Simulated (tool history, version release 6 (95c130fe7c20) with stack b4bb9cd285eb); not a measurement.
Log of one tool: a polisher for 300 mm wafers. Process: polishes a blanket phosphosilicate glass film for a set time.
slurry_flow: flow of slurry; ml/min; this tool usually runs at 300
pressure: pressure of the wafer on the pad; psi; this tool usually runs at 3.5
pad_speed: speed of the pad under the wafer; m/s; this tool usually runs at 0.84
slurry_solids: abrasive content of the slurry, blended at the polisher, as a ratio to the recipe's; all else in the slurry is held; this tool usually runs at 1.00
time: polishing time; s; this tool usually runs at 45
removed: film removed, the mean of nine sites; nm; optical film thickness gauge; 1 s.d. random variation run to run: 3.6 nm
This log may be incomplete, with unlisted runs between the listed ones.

run,hour,slurry_flow,pressure,pad_speed,slurry_solids,time,wafers since the last listed run,wafers polished on this pad,hours since the slurry nozzle was cleaned,hours since the head pressure was calibrated,hours since the slurry blender was calibrated,hours since the conditioning disc was replaced,"incoming thickness of the incoming film, nm",removed
1,0.0,300,3.5,0.84,1.00,45,0,2935,228.9,452.2,317.4,45.3,2238.8,428.4
2,53.6,300,3.5,0.84,1.00,45,617,3553,282.5,505.8,371.0,98.9,2192.9,429.4
3,118.2,300,3.5,0.84,1.00,45,744,4297,347.1,570.4,435.6,163.5,2199.8,427.3
4,225.3,300,3.5,0.84,1.00,45,1233,5531,454.2,677.5,542.7,270.6,2202.5,426.0
# hour 261.8: head pressure recalibrated
5,364.5,300,3.5,0.84,1.00,45,1580,7112,593.4,102.7,681.9,409.8,2198.0,413.3
# hour 374.9: slurry blender recalibrated
# hour 414.2: worn pad replaced by a new one
# hour 459.0: slurry nozzle cleaned
# hour 515.0: conditioning disc replaced and pad reconditioned
6,658.5,300,3.5,0.84,1.00,45,3283,2779,199.5,396.7,283.6,143.5,2221.0,427.8
7,745.1,300,4.6,1.06,1.20,45,997,3777,286.1,483.3,370.2,230.1,2209.1,738.0
8,845.1,300,3.5,0.84,1.00,45,1152,4929,386.1,583.3,470.2,330.1,2195.4,428.7
# hour 863.5: head pressure recalibrated
9,937.2,225,3.5,0.84,1.00,45,1038,5967,478.2,73.7,562.3,422.2,2245.2,407.1
# hour 955.8: worn pad replaced by a new one
# hour 958.6: slurry blender recalibrated
10,1011.8,300,3.5,0.84,1.00,30,790,621,552.8,148.3,53.2,496.8,2224.1,273.6
# hour 1076.6: conditioning disc replaced and pad reconditioned
# hour 1104.9: slurry nozzle cleaned
11,1112.2,300,3.5,0.84,1.00,45,1122,1743,7.3,248.7,153.6,35.6,2208.0,430.6
12,1190.4,325,3.9,0.84,0.80,32,900,2644,85.5,326.9,231.8,113.8,2163.1,293.0
13,1279.0,300,4.6,0.84,1.00,45,1020,3665,174.1,415.5,320.4,202.4,2177.5,561.7
14,1366.2,300,2.6,1.10,0.85,45,1004,4670,261.3,502.7,407.6,289.6,2229.3,349.1
15,1434.1,235,3.5,0.84,0.70,45,782,5452,329.2,570.6,475.5,357.5,2240.9,311.7
16,1474.2,385,2.6,1.06,0.80,45,462,5914,369.3,610.7,515.6,397.6,2211.9,326.5
# hour 1519.5: head pressure recalibrated
17,1557.4,300,3.5,0.84,0.75,45,935,6850,452.5,37.9,598.8,480.8,2209.0,336.8
# hour 1597.7: slurry blender recalibrated
# hour 1612.7: conditioning disc replaced and pad reconditioned
# hour 1622.2: worn pad replaced by a new one
18,1624.9,300,4.5,0.84,1.00,45,685,30,520.0,105.4,27.2,12.2,2182.7,543.8
# hour 1697.8: slurry nozzle cleaned
19,1701.0,300,3.5,0.84,1.00,45,865,896,3.2,181.5,103.3,88.3,2152.0,430.0
20,1751.8,300,3.5,1.02,0.90,45,585,1481,54.0,232.3,154.1,139.1,2212.6,464.8
21,1801.2,300,3.5,0.84,1.00,45,569,2050,103.4,281.7,203.5,188.5,2211.6,432.0
22,1903.0,300,3.5,0.84,1.00,45,1172,3223,205.2,383.5,305.3,290.3,2220.6,418.9
23,1994.0,300,3.5,0.84,1.00,45,1048,4271,296.2,474.5,396.3,381.3,2181.0,415.2
24,2086.8,300,3.5,0.84,1.00,45,1069,5340,389.0,567.3,489.1,474.1,2216.6,412.0
25,2146.7,270,2.9,0.98,1.10,45,690,6031,448.9,627.2,549.0,534.0,2213.5,402.1
# hour 2160.6: head pressure recalibrated
# hour 2184.1: conditioning disc replaced and pad reconditioned
26,2208.0,300,3.5,1.06,1.00,29,660,6691,510.2,47.4,610.3,23.9,2191.5,331.8

Branching from run 26: 3 alternative next runs. What would each branch give?
A,2208.4,300,3.5,0.84,1.00,29,4,6695,510.6,47.8,610.7,24.3,2215.1,?
B,2208.4,300,3.5,0.84,0.70,45,4,6695,510.6,47.8,610.7,24.3,2215.1,?
C,2208.4,300,3.9,0.84,1.00,55,4,6695,510.6,47.8,610.7,24.3,2215.1,?

run,removed
A,277.6
B,328.9
C,586.1
The same runs, with their run-to-run variation unchanged, on a tool lacking any hidden condition would have given:
run,removed
A,280.2
B,332.0
C,592.2
